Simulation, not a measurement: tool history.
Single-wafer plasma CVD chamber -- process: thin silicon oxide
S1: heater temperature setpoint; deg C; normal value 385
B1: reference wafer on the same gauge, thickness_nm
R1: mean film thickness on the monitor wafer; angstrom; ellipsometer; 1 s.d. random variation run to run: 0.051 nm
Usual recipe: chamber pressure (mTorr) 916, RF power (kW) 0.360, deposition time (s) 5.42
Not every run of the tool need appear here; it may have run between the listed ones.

{"run": 1, "hour": 0.0, "S1": 385, "chamber pressure (mTorr)": 916, "RF power (kW)": 0.36, "deposition time (s)": 5.42, "B1": 11.607, "R1": 128.65}
{"run": 2, "hour": 16.0, "S1": 385, "chamber pressure (mTorr)": 916, "RF power (kW)": 0.36, "deposition time (s)": 5.42, "B1": 11.587, "R1": 129.28}
{"hour": 34.9, "done": "thermocouple changed; heater temperature recalibrated"}
{"hour": 56.7, "done": "RF generator calibrated"}
{"run": 3, "hour": 61.0, "S1": 374, "chamber pressure (mTorr)": 916, "RF power (kW)": 0.36, "deposition time (s)": 5.42, "B1": 11.606, "R1": 133.28}
{"run": 4, "hour": 89.6, "S1": 374, "chamber pressure (mTorr)": 916, "RF power (kW)": 0.36, "deposition time (s)": 5.42, "B1": 11.603, "R1": 132.98}
{"run": 5, "hour": 104.9, "S1": 385, "chamber pressure (mTorr)": 916, "RF power (kW)": 0.335, "deposition time (s)": 5.42, "B1": 11.592, "R1": 128.34}
{"run": 6, "hour": 115.5, "S1": 385, "chamber pressure (mTorr)": 916, "RF power (kW)": 0.36, "deposition time (s)": 5.42, "B1": 11.602, "R1": 131.0}
{"run": 7, "hour": 123.5, "S1": 385, "chamber pressure (mTorr)": 916, "RF power (kW)": 0.36, "deposition time (s)": 5.42, "B1": 11.607, "R1": 132.76}
{"run": 8, "hour": 133.6, "S1": 385, "chamber pressure (mTorr)": 916, "RF power (kW)": 0.36, "deposition time (s)": 5.42, "B1": 11.608, "R1": 130.75}
{"run": 9, "hour": 150.2, "S1": 385, "chamber pressure (mTorr)": 916, "RF power (kW)": 0.36, "deposition time (s)": 5.42, "B1": 11.609, "R1": 131.59}
{"hour": 165.4, "done": "showerhead replaced"}
{"run": 10, "hour": 166.7, "S1": 385, "chamber pressure (mTorr)": 916, "RF power (kW)": 0.36, "deposition time (s)": 5.42, "B1": 11.602, "R1": 131.62}
{"run": 11, "hour": 182.2, "S1": 385, "chamber pressure (mTorr)": 797, "RF power (kW)": 0.42, "deposition time (s)": 6.24, "B1": 11.602, "R1": 137.58}
{"run": 12, "hour": 189.6, "S1": 385, "chamber pressure (mTorr)": 916, "RF power (kW)": 0.305, "deposition time (s)": 5.42, "B1": 11.601, "R1": 125.85}
{"hour": 190.4, "done": "gauge calibrated"}
{"run": 13, "hour": 196.6, "S1": 385, "chamber pressure (mTorr)": 916, "RF power (kW)": 0.36, "deposition time (s)": 5.42, "B1": 11.59, "R1": 132.14}
{"run": 14, "hour": 212.0, "S1": 385, "chamber pressure (mTorr)": 982, "RF power (kW)": 0.425, "deposition time (s)": 5.42, "B1": 11.599, "R1": 147.64}
{"run": 15, "hour": 228.7, "S1": 385, "chamber pressure (mTorr)": 916, "RF power (kW)": 0.34, "deposition time (s)": 5.42, "B1": 11.602, "R1": 129.8}
{"hour": 241.4, "done": "capacitance manometer re-zeroed and calibrated"}
{"run": 16, "hour": 241.9, "S1": 385, "chamber pressure (mTorr)": 916, "RF power (kW)": 0.36, "deposition time (s)": 5.42, "B1": 11.59, "R1": 131.6}
{"run": 17, "hour": 253.5, "S1": 377, "chamber pressure (mTorr)": 916, "RF power (kW)": 0.36, "deposition time (s)": 5.42, "B1": 11.595, "R1": 132.09}
{"run": 18, "hour": 266.7, "S1": 385, "chamber pressure (mTorr)": 916, "RF power (kW)": 0.36, "deposition time (s)": 5.42, "B1": 11.604, "R1": 132.59}
{"run": 19, "hour": 278.7, "S1": 396, "chamber pressure (mTorr)": 846, "RF power (kW)": 0.31, "deposition time (s)": 5.82, "B1": 11.605, "R1": 123.59}
{"run": 20, "hour": 285.1, "S1": 385, "chamber pressure (mTorr)": 916, "RF power (kW)": 0.36, "deposition time (s)": 5.42, "B1": 11.591, "R1": 131.49}
{"run": 21, "hour": 291.3, "S1": 385, "chamber pressure (mTorr)": 1142, "RF power (kW)": 0.36, "deposition time (s)": 6.38, "B1": 11.599, "R1": 186.18}
{"run": 22, "hour": 304.5, "S1": 385, "chamber pressure (mTorr)": 916, "RF power (kW)": 0.36, "deposition time (s)": 5.42, "B1": 11.612, "R1": 131.29}
{"run": 23, "hour": 317.9, "S1": 385, "chamber pressure (mTorr)": 916, "RF power (kW)": 0.31, "deposition time (s)": 5.42, "B1": 11.6, "R1": 125.16}
{"run": 24, "hour": 332.1, "S1": 372, "chamber pressure (mTorr)": 1139, "RF power (kW)": 0.405, "deposition time (s)": 5.99, "B1": 11.599, "R1": 181.56}
{"run": 25, "hour": 345.7, "S1": 398, "chamber pressure (mTorr)": 916, "RF power (kW)": 0.36, "deposition time (s)": 5.42, "B1": 11.598, "R1": 130.76}
{"run": 26, "hour": 356.1, "S1": 377, "chamber pressure (mTorr)": 916, "RF power (kW)": 0.3, "deposition time (s)": 4.62, "B1": 11.606, "R1": 106.41}
{"run": 27, "hour": 372.9, "S1": 385, "chamber pressure (mTorr)": 916, "RF power (kW)": 0.41, "deposition time (s)": 5.42, "B1": 11.598, "R1": 135.93}
{"run": 28, "hour": 388.1, "S1": 385, "chamber pressure (mTorr)": 916, "RF power (kW)": 0.385, "deposition time (s)": 5.42, "B1": 11.594, "R1": 134.02}
{"run": 29, "hour": 403.7, "S1": 385, "chamber pressure (mTorr)": 916, "RF power (kW)": 0.36, "deposition time (s)": 4.54, "B1": 11.601, "R1": 110.61}

Results per run with the tool's hidden condition removed, run-to-run variation unchanged:
What the log doesn't record here: wafer temperature above the value expected at the setpoint (K); delivered RF power above the setpoint (%); true pressure above the setpoint (%); gauge reads high (%).
run=1 R1=131.98
run=2 R1=132.71
run=3 R1=133.28
run=4 R1=132.99
run=5 R1=128.35
run=6 R1=131.02
run=7 R1=132.78
run=8 R1=130.77
run=9 R1=131.62
run=10 R1=131.66
run=11 R1=137.63
run=12 R1=125.90
run=13 R1=132.20
run=14 R1=147.71
run=15 R1=129.88
run=16 R1=131.69
run=17 R1=132.18
run=18 R1=132.69
run=19 R1=123.71
run=20 R1=131.61
run=21 R1=186.36
run=22 R1=131.43
run=23 R1=125.33
run=24 R1=181.80
run=25 R1=130.94
run=26 R1=106.59
run=27 R1=136.16
run=28 R1=134.27
run=29 R1=110.83

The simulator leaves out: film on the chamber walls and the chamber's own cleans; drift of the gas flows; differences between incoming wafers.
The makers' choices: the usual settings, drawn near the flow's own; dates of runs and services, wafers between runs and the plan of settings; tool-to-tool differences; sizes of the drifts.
